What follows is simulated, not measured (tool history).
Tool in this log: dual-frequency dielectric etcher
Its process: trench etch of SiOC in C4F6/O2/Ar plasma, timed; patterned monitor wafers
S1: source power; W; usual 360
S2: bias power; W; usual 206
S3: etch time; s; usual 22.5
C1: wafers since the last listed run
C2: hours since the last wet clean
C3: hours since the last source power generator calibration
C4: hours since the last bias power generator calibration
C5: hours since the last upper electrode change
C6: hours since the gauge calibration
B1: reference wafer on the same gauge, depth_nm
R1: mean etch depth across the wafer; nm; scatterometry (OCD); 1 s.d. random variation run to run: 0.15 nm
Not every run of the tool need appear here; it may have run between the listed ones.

run	hour	S1	S2	S3	C1	C2	C3	C4	C5	C6	B1	R1
1	0	360	218	22.5	0	194	3916.2	1052.9	3138.5	253.6	54.27	47.07
2	31.1	360	206	22.5	371	225.1	3947.3	1084	3169.6	284.7	54.31	46.05
3	97	360	206	22.5	786	291	4013.2	1149.9	3235.5	350.6	54.28	45.56
4	129.8	360	206	22.5	391	323.8	4046	1182.7	3268.3	383.4	54.28	45.49
5	170.4	360	206	25.5	484	364.4	4086.6	1223.3	3308.9	424	54.29	51.25
6	199.9	360	206	25.5	352	393.9	4116.1	1252.8	3338.4	453.5	54.29	51.22
7	235.8	360	206	25.5	428	429.8	4152	1288.7	3374.3	489.4	54.32	51.19
# hour 260: wet clean of the chamber
8	276.3	360	206	22.5	197	16.3	4192.5	1329.2	3414.8	529.9	54.34	46.42
9	324.8	360	206	22.5	579	64.8	4241	1377.7	3463.3	578.4	54.28	46.23
10	375.7	360	206	21	607	115.7	4291.9	1428.6	3514.2	629.3	54.28	42.78
11	409.2	360	206	21	400	149.2	4325.4	1462.1	3547.7	662.8	54.3	42.94
12	448.1	360	206	21	464	188.1	4364.3	1501	3586.6	701.7	54.3	42.62
# hour 451.5: gauge calibrated
13	498.9	360	206	25	606	238.9	4415.1	1551.8	3637.4	47.4	54.33	50.69
14	536.6	390	225	27	450	276.6	4452.8	1589.5	3675.1	85.1	54.32	58.75
15	563.1	360	206	19	316	303.1	4479.3	1616	3701.6	111.6	54.32	38.3
# hour 608.4: source power generator calibrated
16	611.9	360	182	18.5	534	351.9	3.5	1664.8	3750.4	160.4	54.31	35.41
17	645.5	290	228	27.5	401	385.5	37.1	1698.4	3784	194	54.31	52.81
# hour 681: wet clean of the chamber
18	683.9	360	206	22.5	171	2.9	75.5	1736.8	3822.4	232.4	54.31	45.78
19	740.2	360	206	16.5	672	59.2	131.8	1793.1	3878.7	288.7	54.32	33.61
# hour 796: upper electrode replaced
20	796.6	360	206	22.5	386	115.6	188.2	1849.5	0.6	345.1	54.3	45.6
# hour 836.2: bias power generator calibrated
21	836.7	310	186	22.5	431	155.7	228.3	0.5	40.7	385.2	54.29	41.08
22	894.9	360	206	26.5	695	213.9	286.5	58.7	98.9	443.4	54.31	53.76
23	946.9	270	188	17	620	265.9	338.5	110.7	150.9	495.4	54.26	29.27
24	990.3	360	206	22.5	518	309.3	381.9	154.1	194.3	538.8	54.34	45.74
25	1054.8	390	166	22.5	770	373.8	446.4	218.6	258.8	603.3	54.34	42.84
# hour 1119.3: wet clean of the chamber
26	1119.8	360	206	22.5	489	0.5	511.4	283.6	323.8	668.3	54.32	46.12
# hour 1120.4: gauge calibrated
27	1147.7	430	206	22.5	333	28.4	539.3	311.5	351.7	27.3	54.29	49.61

4 options for the next run, each taken on its own from the tool as it stands now. Forecast them:
A	1148.1	360	206	22.5	4	28.8	539.7	311.9	352.1	27.7	?	?
B	1148.1	290	163	22.5	4	28.8	539.7	311.9	352.1	27.7	?	?
C	1148.1	410	258	27.5	4	28.8	539.7	311.9	352.1	27.7	?	?
D	1148.1	360	228	19.5	4	28.8	539.7	311.9	352.1	27.7	?	?

run	B1	R1
A	54.32	45.98
B	54.32	37.93
C	54.32	65.17
D	54.32	41.59
With the hidden condition removed and each run's random variation left untouched, the same runs would have given:
run	R1
A	46.08
B	38.01
C	65.31
D	41.68
